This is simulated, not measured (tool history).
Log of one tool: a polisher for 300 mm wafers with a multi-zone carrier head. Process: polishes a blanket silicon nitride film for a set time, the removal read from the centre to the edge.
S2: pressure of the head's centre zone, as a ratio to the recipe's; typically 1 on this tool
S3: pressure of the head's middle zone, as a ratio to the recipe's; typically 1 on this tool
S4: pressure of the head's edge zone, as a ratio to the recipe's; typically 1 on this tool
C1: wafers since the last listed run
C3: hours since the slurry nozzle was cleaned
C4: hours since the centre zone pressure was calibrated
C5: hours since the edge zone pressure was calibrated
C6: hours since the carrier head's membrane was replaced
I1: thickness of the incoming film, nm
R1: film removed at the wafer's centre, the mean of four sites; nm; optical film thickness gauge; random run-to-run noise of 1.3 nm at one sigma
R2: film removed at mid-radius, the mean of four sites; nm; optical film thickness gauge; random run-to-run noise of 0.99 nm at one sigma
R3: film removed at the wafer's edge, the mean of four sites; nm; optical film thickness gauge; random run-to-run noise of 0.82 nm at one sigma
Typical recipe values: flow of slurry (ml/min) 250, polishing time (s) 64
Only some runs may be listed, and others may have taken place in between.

{"run": 1, "hour": 0.0, "flow of slurry (ml/min)": 250, "S2": 0.9, "S3": 1, "S4": 1, "polishing time (s)": 64, "C1": 0, "wafers polished on this pad": 1512, "C3": 489.1, "C4": 906.3, "C5": 288.6, "C6": 329, "I1": 769.4, "R1": 83.1, "R2": 95.1, "R3": 95.6}
{"hour": 32.7, "done": "worn pad replaced by a new one"}
{"run": 2, "hour": 40.7, "flow of slurry (ml/min)": 250, "S2": 0.9, "S3": 1, "S4": 1, "polishing time (s)": 64, "C1": 425, "wafers polished on this pad": 92, "C3": 529.8, "C4": 947, "C5": 329.3, "C6": 369.7, "I1": 759.4, "R1": 87.6, "R2": 97.3, "R3": 98.9}
{"run": 3, "hour": 87.8, "flow of slurry (ml/min)": 300, "S2": 0.97, "S3": 1, "S4": 1, "polishing time (s)": 64, "C1": 545, "wafers polished on this pad": 638, "C3": 576.9, "C4": 994.1, "C5": 376.4, "C6": 416.8, "I1": 745.7, "R1": 94.4, "R2": 99.8, "R3": 97.5}
{"run": 4, "hour": 121.1, "flow of slurry (ml/min)": 300, "S2": 0.97, "S3": 1, "S4": 1, "polishing time (s)": 64, "C1": 386, "wafers polished on this pad": 1024, "C3": 610.2, "C4": 1027.4, "C5": 409.7, "C6": 450.1, "I1": 766.4, "R1": 93.7, "R2": 98.7, "R3": 97.7}
{"run": 5, "hour": 205.3, "flow of slurry (ml/min)": 300, "S2": 0.97, "S3": 1, "S4": 1, "polishing time (s)": 64, "C1": 976, "wafers polished on this pad": 2000, "C3": 694.4, "C4": 1111.6, "C5": 493.9, "C6": 534.3, "I1": 764.6, "R1": 91.4, "R2": 95.9, "R3": 94.9}
{"hour": 214.6, "done": "worn pad replaced by a new one"}
{"run": 6, "hour": 258.6, "flow of slurry (ml/min)": 250, "S2": 0.97, "S3": 1, "S4": 1, "polishing time (s)": 64, "C1": 571, "wafers polished on this pad": 510, "C3": 747.7, "C4": 1164.9, "C5": 547.2, "C6": 587.6, "I1": 758.2, "R1": 94.5, "R2": 99.6, "R3": 98.4}
{"hour": 293.8, "done": "carrier head's membrane replaced by a new one"}
{"hour": 317.3, "done": "slurry nozzle cleaned"}
{"run": 7, "hour": 327.8, "flow of slurry (ml/min)": 250, "S2": 0.97, "S3": 1, "S4": 1, "polishing time (s)": 64, "C1": 732, "wafers polished on this pad": 1242, "C3": 10.5, "C4": 1234.1, "C5": 616.4, "C6": 34, "I1": 761.1, "R1": 90.2, "R2": 95.2, "R3": 96.3}
{"hour": 365.9, "done": "edge zone pressure recalibrated"}
{"hour": 372.7, "done": "worn pad replaced by a new one"}
{"hour": 385.5, "done": "centre zone pressure recalibrated"}
{"run": 8, "hour": 396.1, "flow of slurry (ml/min)": 250, "S2": 0.97, "S3": 1, "S4": 1, "polishing time (s)": 64, "C1": 698, "wafers polished on this pad": 248, "C3": 78.8, "C4": 10.6, "C5": 30.2, "C6": 102.3, "I1": 751.8, "R1": 95.5, "R2": 98.2, "R3": 98}
{"run": 9, "hour": 449.6, "flow of slurry (ml/min)": 250, "S2": 1, "S3": 0.95, "S4": 1, "polishing time (s)": 64, "C1": 620, "wafers polished on this pad": 868, "C3": 132.3, "C4": 64.1, "C5": 83.7, "C6": 155.8, "I1": 757.2, "R1": 97.4, "R2": 93.9, "R3": 95.4}
{"run": 10, "hour": 481.2, "flow of slurry (ml/min)": 250, "S2": 1, "S3": 1, "S4": 1, "polishing time (s)": 64, "C1": 366, "wafers polished on this pad": 1234, "C3": 163.9, "C4": 95.7, "C5": 115.3, "C6": 187.4, "I1": 759.4, "R1": 93, "R2": 95.7, "R3": 94.9}
{"hour": 529.1, "done": "worn pad replaced by a new one"}
{"run": 11, "hour": 529.6, "flow of slurry (ml/min)": 250, "S2": 1, "S3": 1.06, "S4": 1.05, "polishing time (s)": 64, "C1": 514, "wafers polished on this pad": 6, "C3": 212.3, "C4": 144.1, "C5": 163.7, "C6": 235.8, "I1": 743.7, "R1": 98.3, "R2": 106.1, "R3": 101.3}
{"run": 12, "hour": 578.7, "flow of slurry (ml/min)": 220, "S2": 1.11, "S3": 0.92, "S4": 1, "polishing time (s)": 64, "C1": 569, "wafers polished on this pad": 575, "C3": 261.4, "C4": 193.2, "C5": 212.8, "C6": 284.9, "I1": 754.4, "R1": 105.4, "R2": 91, "R3": 96.6}
{"run": 13, "hour": 645.0, "flow of slurry (ml/min)": 200, "S2": 1, "S3": 1.04, "S4": 1.04, "polishing time (s)": 64, "C1": 768, "wafers polished on this pad": 1343, "C3": 327.7, "C4": 259.5, "C5": 279.1, "C6": 351.2, "I1": 760.4, "R1": 93.1, "R2": 96.9, "R3": 95.6}
{"run": 14, "hour": 671.7, "flow of slurry (ml/min)": 280, "S2": 1.08, "S3": 1, "S4": 1, "polishing time (s)": 64, "C1": 309, "wafers polished on this pad": 1653, "C3": 354.4, "C4": 286.2, "C5": 305.8, "C6": 377.9, "I1": 749.9, "R1": 102.8, "R2": 94.9, "R3": 95.2}
{"run": 15, "hour": 701.8, "flow of slurry (ml/min)": 250, "S2": 0.94, "S3": 1, "S4": 1, "polishing time (s)": 64, "C1": 348, "wafers polished on this pad": 2002, "C3": 384.5, "C4": 316.3, "C5": 335.9, "C6": 408, "I1": 769.4, "R1": 86, "R2": 93.6, "R3": 94.8}
{"hour": 706.2, "done": "worn pad replaced by a new one"}
{"run": 16, "hour": 729.2, "flow of slurry (ml/min)": 250, "S2": 1, "S3": 1, "S4": 1.05, "polishing time (s)": 64, "C1": 271, "wafers polished on this pad": 266, "C3": 411.9, "C4": 343.7, "C5": 363.3, "C6": 435.4, "I1": 775.4, "R1": 97.4, "R2": 99.2, "R3": 100.3}
{"run": 17, "hour": 786.1, "flow of slurry (ml/min)": 320, "S2": 1.09, "S3": 1, "S4": 1, "polishing time (s)": 73, "C1": 659, "wafers polished on this pad": 925, "C3": 468.8, "C4": 400.6, "C5": 420.2, "C6": 492.3, "I1": 761.8, "R1": 119.4, "R2": 111.6, "R3": 112.2}
{"run": 18, "hour": 816.9, "flow of slurry (ml/min)": 195, "S2": 1, "S3": 0.97, "S4": 0.93, "polishing time (s)": 57, "C1": 357, "wafers polished on this pad": 1282, "C3": 499.6, "C4": 431.4, "C5": 451, "C6": 523.1, "I1": 754, "R1": 80.4, "R2": 80.5, "R3": 79.6}

5 ways to go on from here, each from the tool as it stands after run 18. What would each give?
{"run": "A", "hour": 817.3, "flow of slurry (ml/min)": 250, "S2": 1, "S3": 1, "S4": 1.08, "polishing time (s)": 64, "C1": 4, "wafers polished on this pad": 1287, "C3": 500, "C4": 431.8, "C5": 451.4, "C6": 523.5, "I1": 757.4, "R1": "?", "R2": "?", "R3": "?"}
{"run": "B", "hour": 817.3, "flow of slurry (ml/min)": 250, "S2": 1.08, "S3": 1, "S4": 1, "polishing time (s)": 64, "C1": 4, "wafers polished on this pad": 1287, "C3": 500, "C4": 431.8, "C5": 451.4, "C6": 523.5, "I1": 757.4, "R1": "?", "R2": "?", "R3": "?"}
{"run": "C", "hour": 817.3, "flow of slurry (ml/min)": 250, "S2": 1, "S3": 0.9, "S4": 1, "polishing time (s)": 64, "C1": 4, "wafers polished on this pad": 1287, "C3": 500, "C4": 431.8, "C5": 451.4, "C6": 523.5, "I1": 757.4, "R1": "?", "R2": "?", "R3": "?"}
{"run": "D", "hour": 817.3, "flow of slurry (ml/min)": 250, "S2": 1, "S3": 1, "S4": 1.11, "polishing time (s)": 44, "C1": 4, "wafers polished on this pad": 1287, "C3": 500, "C4": 431.8, "C5": 451.4, "C6": 523.5, "I1": 757.4, "R1": "?", "R2": "?", "R3": "?"}
{"run": "E", "hour": 817.3, "flow of slurry (ml/min)": 250, "S2": 1, "S3": 0.91, "S4": 0.91, "polishing time (s)": 64, "C1": 4, "wafers polished on this pad": 1287, "C3": 500, "C4": 431.8, "C5": 451.4, "C6": 523.5, "I1": 757.4, "R1": "?", "R2": "?", "R3": "?"}

run=A R1=94.6 R2=93.2 R3=97.3
run=B R1=102.2 R2=93.1 R3=93.6
run=C R1=94.5 R2=85.3 R3=93.8
run=D R1=65 R2=64 R3=67.8
run=E R1=94.5 R2=86.1 R3=89.7
Take away the tool's hidden state, keep each run's random variation, and the runs would have read:
run=A R1=99.1 R2=97.6 R3=101.9
run=B R1=107 R2=97.5 R3=98.1
run=C R1=99 R2=89.3 R3=98.2
run=D R1=68.1 R2=67.1 R3=71
run=E R1=99 R2=90.2 R3=93.9
